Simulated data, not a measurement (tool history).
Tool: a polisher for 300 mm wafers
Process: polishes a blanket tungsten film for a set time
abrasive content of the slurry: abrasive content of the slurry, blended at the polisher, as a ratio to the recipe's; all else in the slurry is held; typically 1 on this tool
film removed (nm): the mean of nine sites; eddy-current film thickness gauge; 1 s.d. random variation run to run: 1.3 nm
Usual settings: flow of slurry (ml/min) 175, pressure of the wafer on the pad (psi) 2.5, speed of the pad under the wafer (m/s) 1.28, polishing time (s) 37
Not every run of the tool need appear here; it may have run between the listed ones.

run,hour,flow of slurry (ml/min),pressure of the wafer on the pad (psi),speed of the pad under the wafer (m/s),abrasive content of the slurry,polishing time (s),"incoming thickness of the incoming film, nm",film removed (nm)
1,0,175,2.5,1.48,1,44,1304.3,207.7
2,15.5,175,2.5,1.28,1.15,37,1290.4,158.6
# hour 21.9: slurry blender recalibrated
3,57.6,175,2.5,1.28,1,37,1300.4,148.2
# hour 70.1: worn pad replaced by a new one
4,77.2,175,2.5,1.28,1,37,1297,156.5
5,104,175,2.5,1.28,1,37,1274.6,153.5
# hour 116.3: slurry tank refilled with fresh slurry and peroxide
6,133.8,175,2.5,1.28,1,37,1278,154.1
7,167.5,175,2.5,1.28,1,37,1280.3,150.8
# hour 199.1: head pressure recalibrated
8,199.6,175,2.5,1.28,1,37,1259.3,150
# hour 214: slurry nozzle cleaned
9,215.4,175,2.5,1.28,1,37,1278.2,153.1
# hour 243.5: worn pad replaced by a new one
10,244,120,2.5,1.42,1.2,37,1282.2,174
11,275.6,175,2.5,1.28,1,37,1286.7,153.5
# hour 287.4: slurry tank refilled with fresh slurry and peroxide
12,290.1,215,2.5,1.28,1,37,1269.9,156.8
13,321.2,115,2.5,0.88,0.75,25,1294.3,56.9
14,348.8,125,2.2,0.88,1,43,1292.2,99.6
15,362.5,175,2.2,0.98,1.15,42,1291.9,121.5
16,393.3,230,2.5,1.28,1.3,50,1282.1,230.6
17,423.7,175,2.5,0.98,1,37,1261.5,114.5
# hour 432: worn pad replaced by a new one
# hour 437.3: slurry blender recalibrated
18,448.3,175,1.7,1.28,1,37,1301.2,105.6
19,480.3,145,3.2,1.28,1,37,1289.1,192.5
# hour 493.3: slurry tank refilled with fresh slurry and peroxide
20,504.2,230,2.5,1.28,1,37,1264.9,157.2
21,521.6,175,2.5,1.28,1.2,37,1284,163
22,550.9,175,2.5,1.28,1,30,1277.4,123.5
23,572.8,175,2.5,1.48,1,44,1286.2,207.1
# hour 577.1: slurry nozzle cleaned
24,602.8,175,2.5,1.28,1,37,1281.3,149.8
25,623,175,2.8,1.7,1,37,1263.7,223.7
# hour 641.1: worn pad replaced by a new one
26,650.6,175,2.5,1.28,1,37,1294.1,157.9

Each run again, without the hidden state but with its own random variation kept:
Hidden state at play: removal rate lost through wear of the pad, %; slurry flow missing at the pad, %; deviation of the head's pressure from its setpoint, %; abrasive missing from the slurry, %; peroxide lost from the slurry, %.
run,film removed (nm)
1,216.8
2,165.8
3,155.5
4,157.6
5,156.8
6,159.1
7,156.9
8,156.7
9,160.1
10,175.6
11,157.8
12,162.2
13,59.4
14,104.5
15,127.7
16,243
17,120.8
18,106.8
19,197.6
20,162.5
21,169.1
22,128.7
23,216.3
24,156.8
25,234.3
26,159.8

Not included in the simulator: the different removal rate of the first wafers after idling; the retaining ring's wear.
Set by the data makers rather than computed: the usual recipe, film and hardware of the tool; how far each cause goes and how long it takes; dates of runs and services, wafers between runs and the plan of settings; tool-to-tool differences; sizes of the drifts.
